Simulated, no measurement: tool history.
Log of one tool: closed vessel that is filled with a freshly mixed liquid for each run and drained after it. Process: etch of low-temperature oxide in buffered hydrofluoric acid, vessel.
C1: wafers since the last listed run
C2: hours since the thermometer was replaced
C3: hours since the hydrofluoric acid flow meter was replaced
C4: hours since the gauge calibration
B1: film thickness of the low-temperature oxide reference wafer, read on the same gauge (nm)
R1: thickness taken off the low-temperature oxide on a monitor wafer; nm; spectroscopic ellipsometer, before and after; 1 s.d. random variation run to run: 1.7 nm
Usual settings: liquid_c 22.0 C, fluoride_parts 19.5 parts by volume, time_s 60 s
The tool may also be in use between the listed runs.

run 1 day=0.000 | liquid_c=22.0 fluoride_parts=19.5 time_s=60 | C1=0 C2=737.8 C3=512.2 C4=116.2 | B1=80.00 | R1=172.80
run 2 day=1.525 | liquid_c=22.0 fluoride_parts=19.5 time_s=60 | C1=3298 C2=774.4 C3=548.8 C4=152.8 | B1=79.97 | R1=174.72
run 3 day=4.762 | liquid_c=22.0 fluoride_parts=19.5 time_s=60 | C1=7002 C2=852.1 C3=626.5 C4=230.5 | B1=79.97 | R1=172.81
run 4 day=8.838 | liquid_c=22.0 fluoride_parts=19.5 time_s=60 | C1=8814 C2=949.9 C3=724.3 C4=328.3 | B1=80.03 | R1=173.92
run 5 day=12.067 | liquid_c=22.0 fluoride_parts=19.5 time_s=60 | C1=6984 C2=1027.4 C3=801.8 C4=405.8 | B1=79.94 | R1=170.90
run 6 day=14.329 | liquid_c=22.0 fluoride_parts=13.5 time_s=60 | C1=4893 C2=1081.7 C3=856.1 C4=460.1 | B1=80.04 | R1=240.50
run 7 day=15.921 | liquid_c=22.0 fluoride_parts=13.5 time_s=60 | C1=3442 C2=1119.9 C3=894.3 C4=498.3 | B1=80.03 | R1=238.98
run 8 day=17.517 | liquid_c=22.0 fluoride_parts=22.0 time_s=60 | C1=3451 C2=1158.2 C3=932.6 C4=536.6 | B1=79.98 | R1=155.12
-- day=19.162 thermometer replaced
run 9 day=19.746 | liquid_c=23.5 fluoride_parts=19.5 time_s=60 | C1=4731 C2=14.0 C3=986.1 C4=590.1 | B1=79.97 | R1=184.59
run 10 day=21.829 | liquid_c=17.0 fluoride_parts=24.5 time_s=60 | C1=4506 C2=64.0 C3=1036.1 C4=640.1 | B1=80.00 | R1=108.99
run 11 day=24.775 | liquid_c=18.0 fluoride_parts=19.5 time_s=35 | C1=6371 C2=134.7 C3=1106.8 C4=710.8 | B1=79.95 | R1=77.51
run 12 day=33.038 | liquid_c=25.0 fluoride_parts=23.0 time_s=90 | C1=17871 C2=333.0 C3=1305.1 C4=909.1 | B1=79.96 | R1=264.06
run 13 day=37.150 | liquid_c=22.0 fluoride_parts=23.0 time_s=60 | C1=8895 C2=431.7 C3=1403.8 C4=1007.8 | B1=79.98 | R1=149.51
run 14 day=40.646 | liquid_c=22.0 fluoride_parts=19.5 time_s=60 | C1=7561 C2=515.6 C3=1487.7 C4=1091.7 | B1=80.01 | R1=165.18
run 15 day=42.346 | liquid_c=22.0 fluoride_parts=19.5 time_s=60 | C1=3677 C2=556.4 C3=1528.5 C4=1132.5 | B1=79.97 | R1=166.57
run 16 day=46.596 | liquid_c=18.5 fluoride_parts=22.0 time_s=85 | C1=9192 C2=658.4 C3=1630.5 C4=1234.5 | B1=79.98 | R1=177.02
run 17 day=50.321 | liquid_c=26.5 fluoride_parts=11.5 time_s=60 | C1=8056 C2=747.8 C3=1719.9 C4=1323.9 | B1=80.02 | R1=344.69
run 18 day=53.904 | liquid_c=22.0 fluoride_parts=19.5 time_s=60 | C1=7750 C2=833.8 C3=1805.9 C4=1409.9 | B1=79.95 | R1=162.81
run 19 day=55.733 | liquid_c=18.5 fluoride_parts=25.5 time_s=60 | C1=3956 C2=877.7 C3=1849.8 C4=1453.8 | B1=79.95 | R1=111.45
run 20 day=59.858 | liquid_c=19.0 fluoride_parts=19.5 time_s=60 | C1=8922 C2=976.7 C3=1948.8 C4=1552.8 | B1=80.02 | R1=137.64
run 21 day=63.792 | liquid_c=19.0 fluoride_parts=14.5 time_s=40 | C1=8507 C2=1071.1 C3=2043.2 C4=1647.2 | B1=79.98 | R1=114.84
run 22 day=65.308 | liquid_c=18.5 fluoride_parts=19.5 time_s=80 | C1=3280 C2=1107.5 C3=2079.6 C4=1683.6 | B1=80.01 | R1=178.77
-- day=69.362 hydrofluoric acid flow meter replaced
-- day=70.600 thermometer replaced
run 23 day=78.504 | liquid_c=22.0 fluoride_parts=19.5 time_s=60 | C1=28361 C2=189.7 C3=219.4 C4=2000.3 | B1=80.02 | R1=175.10
run 24 day=80.188 | liquid_c=22.0 fluoride_parts=15.0 time_s=35 | C1=3640 C2=230.1 C3=259.8 C4=2040.7 | B1=80.01 | R1=132.45
run 25 day=82.917 | liquid_c=23.5 fluoride_parts=26.5 time_s=60 | C1=5903 C2=295.6 C3=325.3 C4=2106.2 | B1=79.96 | R1=152.79
run 26 day=87.417 | liquid_c=25.0 fluoride_parts=13.0 time_s=85 | C1=9733 C2=403.6 C3=433.3 C4=2214.2 | B1=79.99 | R1=437.68
run 27 day=89.417 | liquid_c=22.0 fluoride_parts=25.5 time_s=85 | C1=4325 C2=451.6 C3=481.3 C4=2262.2 | B1=80.00 | R1=206.46
run 28 day=92.083 | liquid_c=22.0 fluoride_parts=19.5 time_s=50 | C1=5767 C2=515.6 C3=545.3 C4=2326.2 | B1=80.02 | R1=146.57
run 29 day=96.162 | liquid_c=22.0 fluoride_parts=12.5 time_s=60 | C1=8823 C2=613.5 C3=643.2 C4=2424.1 | B1=80.02 | R1=267.22
run 30 day=100.304 | liquid_c=19.5 fluoride_parts=19.5 time_s=35 | C1=8958 C2=712.9 C3=742.6 C4=2523.5 | B1=80.01 | R1=86.35
run 31 day=103.975 | liquid_c=22.0 fluoride_parts=19.5 time_s=60 | C1=7939 C2=801.0 C3=830.7 C4=2611.6 | B1=80.06 | R1=169.83

What differs in the tool's unlogged condition from the final listed run ahead of each entry between runs to the first listed run following it?
Runs 8 to 9: thermometer replaced (day 19.162)
  hydrofluoric acid flow below the setpoint (%): 7.59 -> 7.91
  what was measured, less what the result would be without the hidden state, R1: -8.68 -> -12.25 nm
Runs 22 to 23: hydrofluoric acid flow meter replaced (day 69.362); thermometer replaced (day 70.600)
  hydrofluoric acid flow below the setpoint (%): 14.5 -> 3.09
  what was measured, less what the result would be without the hidden state, R1: -21.91 -> -5.19 nm
